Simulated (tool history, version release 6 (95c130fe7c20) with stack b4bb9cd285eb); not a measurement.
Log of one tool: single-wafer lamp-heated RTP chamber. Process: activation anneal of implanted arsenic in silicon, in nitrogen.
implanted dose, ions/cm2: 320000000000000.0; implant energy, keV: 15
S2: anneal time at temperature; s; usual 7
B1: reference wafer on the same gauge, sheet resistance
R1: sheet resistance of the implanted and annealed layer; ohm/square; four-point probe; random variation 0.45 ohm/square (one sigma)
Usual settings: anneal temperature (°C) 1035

Run 1, day 0.000: usual settings; B1 292.71. Result: R1 297.81 ohm/square.
Run 2, day 0.600: usual settings but S2 8 s; B1 292.89. Result: R1 296.95 ohm/square.
Run 3, day 1.121: usual settings but S2 6 s; B1 292.94. Result: R1 297.91 ohm/square.
Run 4, day 1.738: usual settings but S2 6 s; B1 293.16. Result: R1 298.00 ohm/square.
Run 5, day 2.271: usual settings but S2 6 s; B1 293.03. Result: R1 298.84 ohm/square.
Run 6, day 2.617: usual settings; B1 292.99. Result: R1 296.74 ohm/square.
Run 7, day 2.942: usual settings; B1 293.05. Result: R1 297.41 ohm/square.
Run 8, day 3.683: usual settings; B1 292.86. Result: R1 295.70 ohm/square.
Run 9, day 3.817: usual settings; B1 293.09. Result: R1 296.87 ohm/square.
Run 10, day 4.254: usual settings; B1 293.13. Result: R1 295.64 ohm/square.
Run 11, day 4.583: usual settings; B1 292.85. Result: R1 295.34 ohm/square.
Run 12, day 5.104: usual settings; B1 292.98. Result: R1 296.24 ohm/square.
Run 13, day 5.388: usual settings but anneal temperature (°C) 1047, S2 9 s; B1 293.06. Result: R1 292.57 ohm/square.
Run 14, day 5.942: usual settings but anneal temperature (°C) 1014, S2 11 s; B1 293.20. Result: R1 296.07 ohm/square.
Run 15, day 6.933: usual settings; B1 293.08. Result: R1 298.09 ohm/square.
Run 16, day 7.158: usual settings but anneal temperature (°C) 1060, S2 11 s; B1 292.96. Result: R1 291.16 ohm/square.
Run 17, day 7.775: usual settings; B1 292.96. Result: R1 298.36 ohm/square.
Run 18, day 8.150: usual settings but anneal temperature (°C) 1051, S2 10 s; B1 293.08. Result: R1 293.89 ohm/square.
Run 19, day 8.592: usual settings but S2 5 s; B1 292.88. Result: R1 300.08 ohm/square.
Run 20, day 8.979: usual settings but anneal temperature (°C) 1059, S2 9 s; B1 292.91. Result: R1 293.60 ohm/square.
Run 21, day 9.662: usual settings but anneal temperature (°C) 1061, S2 5 s; B1 292.96. Result: R1 296.00 ohm/square.
Run 22, day 10.188: usual settings but anneal temperature (°C) 1054, S2 4 s; B1 293.07. Result: R1 298.82 ohm/square.
Run 23, day 10.888: usual settings but anneal temperature (°C) 1063, S2 6 s; B1 292.83. Result: R1 295.15 ohm/square.
Run 24, day 11.138: usual settings but anneal temperature (°C) 1057, S2 3 s; B1 293.12. Result: R1 300.35 ohm/square.
Run 25, day 11.796: usual settings but anneal temperature (°C) 1048, S2 8 s; B1 293.04. Result: R1 294.86 ohm/square.
Run 26, day 12.200: usual settings but anneal temperature (°C) 1021, S2 5 s; B1 293.29. Result: R1 299.89 ohm/square.
Run 27, day 12.742: usual settings but anneal temperature (°C) 1058, S2 4 s; B1 293.08. Result: R1 298.33 ohm/square.
Run 28, day 13.454: usual settings but anneal temperature (°C) 1025; B1 293.19. Result: R1 298.78 ohm/square.
Run 29, day 13.804: usual settings but anneal temperature (°C) 1007, S2 3 s; B1 292.89. Result: R1 305.25 ohm/square.
Run 30, day 14.350: usual settings but anneal temperature (°C) 1050; B1 293.05. Result: R1 295.01 ohm/square.
Run 31, day 15.183: usual settings but anneal temperature (°C) 1058, S2 10 s; B1 292.97. Result: R1 293.12 ohm/square.
Run 32, day 15.362: usual settings but S2 4 s; B1 293.02. Result: R1 300.51 ohm/square.
Run 33, day 16.054: usual settings; B1 293.00. Result: R1 297.98 ohm/square.
Run 34, day 16.600: usual settings; B1 293.11. Result: R1 298.16 ohm/square.
Run 35, day 17.025: usual settings; B1 293.05. Result: R1 299.18 ohm/square.
Run 36, day 17.679: usual settings; B1 292.84. Result: R1 298.86 ohm/square.

Not shown: 6 entries that the log had between the listed runs. Between which runs, and how does the tool's hidden state differ before and after?
Between runs 7 and 8: pyrometer window cleaned and pyrometer calibrated (day 3.662)
  true wafer temperature minus pyrometer reading, K: 6.85 -> 14.8
  measured less the result without the state, R1: -0.83 -> -1.84 ohm/square
Between runs 13 and 14: gauge calibrated (day 5.875)
  true wafer temperature minus pyrometer reading, K: 15.1 -> 15.4
  measured less the result without the state, R1: -2.45 -> -1.87 ohm/square
Between runs 14 and 15: pyrometer window cleaned and pyrometer calibrated, repeated, since the last time left the tool worse (day 6.442); reflector plate cleaned (day 6.912)
  true wafer temperature minus pyrometer reading, K: 15.4 -> 0.81
  measured less the result without the state, R1: -1.87 -> -0.09 ohm/square
Between runs 30 and 31: pyrometer window cleaned and pyrometer calibrated (day 15.162)
  true wafer temperature minus pyrometer reading, K: 7.99 -> 0.113
  measured less the result without the state, R1: -1.14 -> -0.02 ohm/square
Between runs 31 and 32: gauge calibrated (day 15.250)
  true wafer temperature minus pyrometer reading, K: 0.113 -> 0.117
  measured less the result without the state, R1: -0.02 -> -0.01 ohm/square

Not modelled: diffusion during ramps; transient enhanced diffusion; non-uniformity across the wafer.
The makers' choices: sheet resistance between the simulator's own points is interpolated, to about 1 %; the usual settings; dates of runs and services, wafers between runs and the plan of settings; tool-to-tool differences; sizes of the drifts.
